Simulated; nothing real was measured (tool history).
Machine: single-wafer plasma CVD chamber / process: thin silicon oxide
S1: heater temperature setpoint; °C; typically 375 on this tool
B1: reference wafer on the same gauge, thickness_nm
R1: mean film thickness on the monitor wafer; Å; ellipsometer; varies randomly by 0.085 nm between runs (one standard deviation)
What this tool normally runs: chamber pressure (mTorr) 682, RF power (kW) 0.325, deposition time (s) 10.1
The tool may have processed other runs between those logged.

run 1 day=0.000 | S1=375 chamber_pressure_(mTorr)=682 RF_power_(kW)=0.325 deposition_time_(s)=10.1 | B1=18.391 | R1=170.71
run 2 day=2.583 | S1=375 chamber_pressure_(mTorr)=682 RF_power_(kW)=0.325 deposition_time_(s)=10.1 | B1=18.408 | R1=169.49
run 3 day=7.008 | S1=375 chamber_pressure_(mTorr)=682 RF_power_(kW)=0.325 deposition_time_(s)=10.1 | B1=18.417 | R1=169.45
run 4 day=9.454 | S1=375 chamber_pressure_(mTorr)=682 RF_power_(kW)=0.325 deposition_time_(s)=8.6 | B1=18.395 | R1=143.90
run 5 day=13.062 | S1=375 chamber_pressure_(mTorr)=682 RF_power_(kW)=0.325 deposition_time_(s)=8.6 | B1=18.395 | R1=142.63
-- day=17.125 capacitance manometer re-zeroed and calibrated
run 6 day=17.146 | S1=378 chamber_pressure_(mTorr)=682 RF_power_(kW)=0.325 deposition_time_(s)=10.1 | B1=18.388 | R1=171.40
run 7 day=18.721 | S1=378 chamber_pressure_(mTorr)=682 RF_power_(kW)=0.325 deposition_time_(s)=10.1 | B1=18.414 | R1=171.29
-- day=19.917 showerhead replaced
run 8 day=22.754 | S1=378 chamber_pressure_(mTorr)=682 RF_power_(kW)=0.325 deposition_time_(s)=10.1 | B1=18.424 | R1=172.41
run 9 day=25.008 | S1=375 chamber_pressure_(mTorr)=599 RF_power_(kW)=0.355 deposition_time_(s)=10.1 | B1=18.379 | R1=160.93
-- day=26.854 gauge calibrated
run 10 day=27.858 | S1=375 chamber_pressure_(mTorr)=806 RF_power_(kW)=0.325 deposition_time_(s)=10.1 | B1=18.425 | R1=192.63
run 11 day=30.621 | S1=365 chamber_pressure_(mTorr)=754 RF_power_(kW)=0.270 deposition_time_(s)=9.6 | B1=18.404 | R1=164.83
-- day=34.512 thermocouple changed; heater temperature recalibrated
run 12 day=34.533 | S1=375 chamber_pressure_(mTorr)=682 RF_power_(kW)=0.325 deposition_time_(s)=10.1 | B1=18.418 | R1=171.53
run 13 day=35.996 | S1=375 chamber_pressure_(mTorr)=682 RF_power_(kW)=0.325 deposition_time_(s)=8.2 | B1=18.404 | R1=137.52
-- day=37.812 RF generator calibrated
run 14 day=38.129 | S1=388 chamber_pressure_(mTorr)=620 RF_power_(kW)=0.325 deposition_time_(s)=11.7 | B1=18.433 | R1=180.96
run 15 day=45.471 | S1=375 chamber_pressure_(mTorr)=682 RF_power_(kW)=0.325 deposition_time_(s)=10.1 | B1=18.388 | R1=169.84
run 16 day=49.000 | S1=375 chamber_pressure_(mTorr)=760 RF_power_(kW)=0.370 deposition_time_(s)=10.1 | B1=18.394 | R1=193.00

Each row is a separate what-if for the run after 16, all from the same tool condition, not one after another. Results?
run A day=49.017 | S1=375 chamber_pressure_(mTorr)=586 RF_power_(kW)=0.325 deposition_time_(s)=10.1 | B1=? | R1=?
run B day=49.017 | S1=375 chamber_pressure_(mTorr)=682 RF_power_(kW)=0.325 deposition_time_(s)=8.1 | B1=? | R1=?
run C day=49.017 | S1=375 chamber_pressure_(mTorr)=682 RF_power_(kW)=0.345 deposition_time_(s)=10.1 | B1=? | R1=?
run D day=49.017 | S1=361 chamber_pressure_(mTorr)=629 RF_power_(kW)=0.365 deposition_time_(s)=12.0 | B1=? | R1=?

run=A B1=18.397 R1=151.85
run=B B1=18.397 R1=136.60
run=C B1=18.397 R1=173.71
run=D B1=18.397 R1=199.34
Had the tool no hidden state, the same runs would have come out as:
run=A R1=154.27
run=B R1=138.77
run=C R1=176.48
run=D R1=202.51

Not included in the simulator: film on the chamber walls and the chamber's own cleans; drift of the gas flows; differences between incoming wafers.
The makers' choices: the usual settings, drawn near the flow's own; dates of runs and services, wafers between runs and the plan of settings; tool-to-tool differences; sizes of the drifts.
